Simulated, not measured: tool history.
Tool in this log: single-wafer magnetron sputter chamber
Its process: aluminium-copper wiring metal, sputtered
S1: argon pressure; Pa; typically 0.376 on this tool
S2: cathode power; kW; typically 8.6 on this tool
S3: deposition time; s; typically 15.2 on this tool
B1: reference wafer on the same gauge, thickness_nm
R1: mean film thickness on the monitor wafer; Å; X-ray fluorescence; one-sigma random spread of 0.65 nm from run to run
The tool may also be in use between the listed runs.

run	hour	S1	S2	S3	B1	R1
1	0	0.376	8.6	15.2	228.545	2355.49
2	29.6	0.376	8.6	15.2	228.572	2369.88
3	66.5	0.376	8.6	15.2	228.052	2346.01
4	120.1	0.376	8.6	15.2	227.921	2345.54
# hour 177.5: sputter target and shields replaced
5	178	0.376	8.6	17.1	227.712	2646.66
6	216.4	0.376	8.6	17.1	227.177	2640.93
7	373.3	0.376	8.6	17.1	226.646	2624.89
# hour 431.6: sputter target and shields replaced
8	444.6	0.376	8.6	15.2	226.131	2315.95
9	506.5	0.376	8.6	15.2	225.766	2315.82
10	532.7	0.49	10	12.2	225.686	2002.28
11	568.3	0.376	6.85	13.3	225.143	1623.59
12	632	0.376	8.6	17	224.972	2600.65
# hour 642.6: sputter target and shields replaced
# hour 665.2: magnet pack replaced
13	688.7	0.376	8.6	13	224.828	1990.05
14	731.7	0.319	8.6	13.3	224.56	2106.78
# hour 762.9: capacitance manometer re-zeroed and calibrated
15	797.4	0.376	8.6	15.2	224.165	2307.69
# hour 831.3: sputter target and shields replaced
16	838.4	0.463	8.6	16.8	224.035	2392.5
# hour 843.2: gauge calibrated
17	894.8	0.376	8.6	15.2	228.375	2359.62
18	1041.3	0.425	10.05	16.5	227.624	2876.03

What will run 19 give?
# hour 1065.7: sputter target and shields replaced
19	1107.4	0.296	6.9	18.1	?	?

Run 19 produced B1 227.129, R1 2369.07 Å.
Take away the tool's hidden state, keep the run-to-run variation as it was, and the same run would have given R1 2387.74 Å.

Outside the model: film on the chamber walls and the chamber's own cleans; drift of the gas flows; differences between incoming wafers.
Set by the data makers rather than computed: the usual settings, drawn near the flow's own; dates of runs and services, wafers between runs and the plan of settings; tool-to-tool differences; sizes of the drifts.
